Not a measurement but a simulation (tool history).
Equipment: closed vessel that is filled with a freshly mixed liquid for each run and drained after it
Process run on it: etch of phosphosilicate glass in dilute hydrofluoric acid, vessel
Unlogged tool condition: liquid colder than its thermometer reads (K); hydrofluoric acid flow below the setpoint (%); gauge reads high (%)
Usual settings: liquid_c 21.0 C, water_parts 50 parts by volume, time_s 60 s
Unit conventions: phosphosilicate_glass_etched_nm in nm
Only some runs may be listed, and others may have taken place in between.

| run | day | liquid_c | water_parts | time_s | wafers since the last listed run | hours since the thermometer was replaced | hours since the hydrofluoric acid flow meter was replaced | hours since the gauge calibration | read-back film thickness of the phosphosilicate glass reference wafer, read on the same gauge (nm) | phosphosilicate_glass_etched_nm |
|---|---|---|---|---|---|---|---|---|---|---|
| 1 | 0.000 | 21.0 | 70 | 60 | 0 | 388.6 | 834.9 | 1200.1 | 140.02 | 96.21 |
| 2 | 1.458 | 17.0 | 50 | 60 | 5166 | 423.6 | 869.9 | 1235.1 | 139.98 | 117.30 |
|  | 1.650 | gauge calibrated |
| 3 | 2.025 | 17.0 | 50 | 60 | 2007 | 437.2 | 883.5 | 9.0 | 139.98 | 116.25 |
| 4 | 2.600 | 17.0 | 50 | 60 | 2036 | 451.0 | 897.3 | 22.8 | 140.00 | 117.42 |
| 5 | 3.317 | 18.5 | 50 | 60 | 2538 | 468.2 | 914.5 | 40.0 | 139.98 | 124.92 |
| 6 | 4.317 | 18.5 | 50 | 60 | 3542 | 492.2 | 938.5 | 64.0 | 139.97 | 123.71 |
| 7 | 5.738 | 22.5 | 50 | 90 | 5033 | 526.3 | 972.6 | 98.1 | 140.01 | 219.50 |
| 8 | 6.742 | 21.0 | 65 | 85 | 3557 | 550.4 | 996.7 | 122.2 | 140.02 | 146.61 |
| 9 | 8.058 | 21.0 | 35 | 60 | 4664 | 582.0 | 1028.3 | 153.8 | 140.02 | 198.92 |
|  | 8.350 | thermometer replaced |
| 10 | 8.754 | 23.0 | 65 | 95 | 2317 | 9.7 | 1045.0 | 170.5 | 140.05 | 181.57 |
| 11 | 10.162 | 19.5 | 40 | 90 | 4988 | 43.5 | 1078.8 | 204.3 | 140.04 | 247.31 |
| 12 | 11.329 | 18.5 | 50 | 60 | 4132 | 71.5 | 1106.8 | 232.3 | 140.03 | 124.87 |
| 13 | 12.471 | 22.5 | 30 | 60 | 4044 | 98.9 | 1134.2 | 259.7 | 139.98 | 253.18 |
|  | 12.800 | hydrofluoric acid flow meter replaced |
| 14 | 13.200 | 24.5 | 45 | 75 | 2435 | 116.4 | 9.6 | 277.2 | 140.00 | 232.23 |
| 15 | 14.004 | 17.0 | 50 | 35 | 2848 | 135.7 | 28.9 | 296.5 | 140.02 | 69.78 |
| 16 | 18.496 | 21.0 | 50 | 70 | 15911 | 243.5 | 136.7 | 404.3 | 140.03 | 165.48 |
| 17 | 19.221 | 17.5 | 50 | 60 | 2568 | 260.9 | 154.1 | 421.7 | 139.95 | 121.57 |
| 18 | 19.912 | 21.0 | 60 | 75 | 2450 | 277.5 | 170.7 | 438.3 | 140.02 | 145.13 |
| 19 | 21.283 | 17.0 | 70 | 40 | 4856 | 310.4 | 203.6 | 471.2 | 140.01 | 55.40 |
| 20 | 22.367 | 21.0 | 50 | 70 | 3837 | 336.4 | 229.6 | 497.2 | 139.96 | 163.36 |
| 21 | 22.904 | 21.0 | 70 | 75 | 1904 | 349.3 | 242.5 | 510.1 | 140.01 | 122.05 |
| 22 | 24.083 | 17.0 | 50 | 35 | 4177 | 377.6 | 270.8 | 538.4 | 139.99 | 68.95 |
| 23 | 24.717 | 21.0 | 50 | 60 | 2243 | 392.8 | 286.0 | 553.6 | 140.01 | 140.53 |
| 24 | 25.954 | 23.5 | 50 | 60 | 4383 | 422.5 | 315.7 | 583.3 | 140.01 | 155.16 |
| 25 | 26.517 | 17.0 | 60 | 45 | 1992 | 436.0 | 329.2 | 596.8 | 139.99 | 73.13 |
| 26 | 27.971 | 17.0 | 75 | 70 | 5151 | 470.9 | 364.1 | 631.7 | 139.99 | 88.72 |
| 27 | 28.962 | 21.0 | 50 | 60 | 3512 | 494.7 | 387.9 | 655.5 | 139.99 | 139.61 |
| 28 | 29.762 | 25.0 | 50 | 60 | 2833 | 513.9 | 407.1 | 674.7 | 139.99 | 166.41 |
| 29 | 31.083 | 26.0 | 50 | 30 | 4678 | 545.6 | 438.8 | 706.4 | 139.98 | 85.99 |
| 30 | 32.575 | 17.0 | 35 | 40 | 5284 | 581.4 | 474.6 | 742.2 | 140.03 | 113.61 |
|  | 33.062 | thermometer replaced |
| 31 | 34.050 | 21.0 | 25 | 90 | 5077 | 23.7 | 510.0 | 777.6 | 140.00 | 433.65 |

Run-by-run hidden state of the tool:
gauge reads high (%): 0 in every run
H1: liquid colder than its thermometer reads (K)
H2: hydrofluoric acid flow below the setpoint (%)
| run | H1 | H2 |
|---|---|---|
| 1 | 0.334 | 2.59 |
| 2 | 0.358 | 2.7 |
| 3 | 0.367 | 2.73 |
| 4 | 0.376 | 2.77 |
| 5 | 0.388 | 2.82 |
| 6 | 0.404 | 2.89 |
| 7 | 0.428 | 2.99 |
| 8 | 0.444 | 3.06 |
| 9 | 0.466 | 3.16 |
| 10 | 0.0345 | 3.2 |
| 11 | 0.0575 | 3.3 |
| 12 | 0.0765 | 3.38 |
| 13 | 0.0952 | 3.46 |
| 14 | 0.107 | 0.627 |
| 15 | 0.12 | 0.683 |
| 16 | 0.194 | 0.996 |
| 17 | 0.205 | 1.05 |
| 18 | 0.217 | 1.1 |
| 19 | 0.239 | 1.19 |
| 20 | 0.257 | 1.27 |
| 21 | 0.266 | 1.3 |
| 22 | 0.285 | 1.39 |
| 23 | 0.295 | 1.43 |
| 24 | 0.315 | 1.52 |
| 25 | 0.325 | 1.56 |
| 26 | 0.348 | 1.66 |
| 27 | 0.365 | 1.73 |
| 28 | 0.378 | 1.78 |
| 29 | 0.399 | 1.88 |
| 30 | 0.424 | 1.98 |
| 31 | 0.0524 | 2.08 |
